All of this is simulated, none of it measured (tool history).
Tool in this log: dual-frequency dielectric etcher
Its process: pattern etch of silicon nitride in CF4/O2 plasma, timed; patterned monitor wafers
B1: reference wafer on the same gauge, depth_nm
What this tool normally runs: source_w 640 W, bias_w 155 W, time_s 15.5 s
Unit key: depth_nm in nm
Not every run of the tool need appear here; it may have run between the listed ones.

Run 1, day 0: usual settings but bias_w 131 W; B1 40.89. Result: depth_nm 36.92 nm.
Run 2, day 1.117: usual settings but bias_w 131 W; B1 40.89. Result: depth_nm 37.09 nm.
Run 3, day 1.671: usual settings; B1 40.9. Result: depth_nm 39.18 nm.
Run 4, day 3.017: usual settings; B1 40.89. Result: depth_nm 39.28 nm.
Run 5, day 4.508: usual settings; B1 40.9. Result: depth_nm 39.4 nm.
Run 6, day 5.396: usual settings but source_w 570 W; B1 40.9. Result: depth_nm 34.92 nm.
Run 7, day 6.254: usual settings but source_w 570 W; B1 40.89. Result: depth_nm 33.25 nm.
Run 8, day 7.4: usual settings but source_w 570 W; B1 40.89. Result: depth_nm 33.19 nm.
Run 9, day 8.696: usual settings; B1 40.88. Result: depth_nm 37.58 nm.
Run 10, day 9.875: usual settings but source_w 550 W, bias_w 126 W, time_s 19 s; B1 40.89. Result: depth_nm 36.75 nm.
Run 11, day 11.179: usual settings; B1 40.88. Result: depth_nm 37.72 nm.
Run 12, day 12.358: usual settings but source_w 520 W, time_s 18 s; B1 40.89. Result: depth_nm 34.34 nm.
Run 13, day 13.383: usual settings but source_w 550 W; B1 40.92. Result: depth_nm 31.36 nm.
Run 14, day 13.883: usual settings but source_w 500 W, time_s 18 s; B1 40.92. Result: depth_nm 33.03 nm.
Run 15, day 15.183: usual settings; B1 40.88. Result: depth_nm 36.94 nm.
Run 16, day 16.179: usual settings but bias_w 132 W, time_s 17 s; B1 40.91. Result: depth_nm 38.44 nm.
Run 17, day 16.746: usual settings but source_w 780 W, bias_w 126 W, time_s 19 s; B1 40.89. Result: depth_nm 51.88 nm.
Run 18, day 18.225: usual settings but source_w 740 W, bias_w 117 W, time_s 18 s; B1 40.9. Result: depth_nm 45.61 nm.

The log once held 6 entries between its listed runs, left out of this copy. Where does each go, and what is different about the tool's unlogged condition between the listed run before it and the listed run after it?
In the gap between runs 4 and 5: gauge calibrated (day 3.779)
  etch rate over this chamber's usual, %: 0.831 -> 0.993; source power that arrives over what is set, %: 4.85 -> 4.92
  measured minus no-state result, depth_nm: +2.18 -> +2.28 nm
In the gap between runs 6 and 7: source power generator calibrated (day 5.875)
  etch rate over this chamber's usual, %: 1.09 -> 1.18; source power that arrives over what is set, %: 4.97 -> 0.0289
  measured minus no-state result, depth_nm: +2.07 -> +0.39 nm
In the gap between runs 8 and 9: bias power generator calibrated (day 7.608); upper electrode replaced (day 8.55)
  etch rate over this chamber's usual, %: 1.31 -> 1.45; source power that arrives over what is set, %: 0.0292 -> 0.0301
  measured minus no-state result, depth_nm: +0.43 -> +0.54 nm
In the gap between runs 11 and 12: gauge calibrated (day 12.3); wet clean of the chamber (day 12.346)
  etch rate over this chamber's usual, %: 1.71 -> -0.589; source power that arrives over what is set, %: 0.033 -> 0.035
  measured minus no-state result, depth_nm: +0.65 -> -0.19 nm

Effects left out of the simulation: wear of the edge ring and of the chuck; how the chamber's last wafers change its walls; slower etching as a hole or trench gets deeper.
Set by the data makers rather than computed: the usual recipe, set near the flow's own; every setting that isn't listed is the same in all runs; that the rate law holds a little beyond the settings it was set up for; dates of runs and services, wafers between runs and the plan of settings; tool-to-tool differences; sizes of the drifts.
